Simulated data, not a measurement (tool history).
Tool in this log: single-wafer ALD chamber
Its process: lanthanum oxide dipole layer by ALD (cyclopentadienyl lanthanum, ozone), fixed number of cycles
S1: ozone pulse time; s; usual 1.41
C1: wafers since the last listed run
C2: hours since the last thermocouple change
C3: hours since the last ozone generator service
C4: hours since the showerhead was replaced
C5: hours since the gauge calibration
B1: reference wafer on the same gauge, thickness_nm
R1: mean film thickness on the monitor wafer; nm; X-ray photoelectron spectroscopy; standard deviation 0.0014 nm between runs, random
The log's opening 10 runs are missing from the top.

Run 11, hour 895.0: usual settings; C1 1482; C2 1843.4; C3 190.5; C4 2745.4; C5 1306.6; B1 0.489. Result: R1 0.533 nm.
Run 12, hour 994.1: usual settings; C1 1543; C2 1942.5; C3 289.6; C4 2844.5; C5 1405.7; B1 0.489. Result: R1 0.529 nm.
At hour 1055.6: showerhead replaced.
At hour 1086.5: gauge calibrated.
Run 13, hour 1095.0: usual settings; C1 1446; C2 2043.4; C3 390.5; C4 39.4; C5 8.5; B1 0.489. Result: R1 0.528 nm.
Run 14, hour 1175.8: usual settings but S1 1.58 s; C1 1258; C2 2124.2; C3 471.3; C4 120.2; C5 89.3; B1 0.489. Result: R1 0.540 nm.
Run 15, hour 1261.9: usual settings but S1 1.58 s; C1 1341; C2 2210.3; C3 557.4; C4 206.3; C5 175.4; B1 0.489. Result: R1 0.536 nm.
At hour 1353.5: thermocouple changed; heater temperature recalibrated.
Run 16, hour 1354.0: usual settings but S1 1.23 s; C1 1309; C2 0.5; C3 649.5; C4 298.4; C5 267.5; B1 0.489. Result: R1 0.510 nm.
Run 17, hour 1454.5: usual settings but S1 1.80 s; C1 1565; C2 101.0; C3 750.0; C4 398.9; C5 368.0; B1 0.489. Result: R1 0.547 nm.
Run 18, hour 1497.1: usual settings but S1 1.92 s; C1 663; C2 143.6; C3 792.6; C4 441.5; C5 410.6; B1 0.489. Result: R1 0.554 nm.
At hour 1547.4: ozone generator serviced.
Run 19, hour 1563.4: usual settings but S1 0.87 s; C1 908; C2 209.9; C3 16.0; C4 507.8; C5 476.9; B1 0.489. Result: R1 0.488 nm.
Run 20, hour 1633.5: usual settings but S1 1.13 s; C1 1091; C2 280.0; C3 86.1; C4 577.9; C5 547.0; B1 0.489. Result: R1 0.517 nm.
Run 21, hour 1673.1: usual settings but S1 1.08 s; C1 616; C2 319.6; C3 125.7; C4 617.5; C5 586.6; B1 0.489. Result: R1 0.505 nm.
Run 22, hour 1756.9: usual settings but S1 1.83 s; C1 1305; C2 403.4; C3 209.5; C4 701.3; C5 670.4; B1 0.490. Result: R1 0.556 nm.
Run 23, hour 1815.9: usual settings but S1 1.58 s; C1 918; C2 462.4; C3 268.5; C4 760.3; C5 729.4; B1 0.490. Result: R1 0.540 nm.
Run 24, hour 1862.3: usual settings but S1 1.06 s; C1 722; C2 508.8; C3 314.9; C4 806.7; C5 775.8; B1 0.489. Result: R1 0.495 nm.
Run 25, hour 1933.9: usual settings but S1 1.63 s; C1 1115; C2 580.4; C3 386.5; C4 878.3; C5 847.4; B1 0.489. Result: R1 0.538 nm.
Run 26, hour 1971.0: usual settings but S1 1.84 s; C1 577; C2 617.5; C3 423.6; C4 915.4; C5 884.5; B1 0.489. Result: R1 0.550 nm.
Run 27, hour 2070.3: usual settings but S1 0.89 s; C1 1546; C2 716.8; C3 522.9; C4 1014.7; C5 983.8; B1 0.490. Result: R1 0.466 nm.

Expected results for the next run?
Run 28, hour 2155.9: usual settings but S1 1.18 s; C1 1333; C2 802.4; C3 608.5; C4 1100.3; C5 1069.4; B1 ?. Result: R1 ?.

Run 28 measured B1 0.489, R1 0.504 nm.
Without the tool's hidden state the same run would have given R1 0.531 nm.
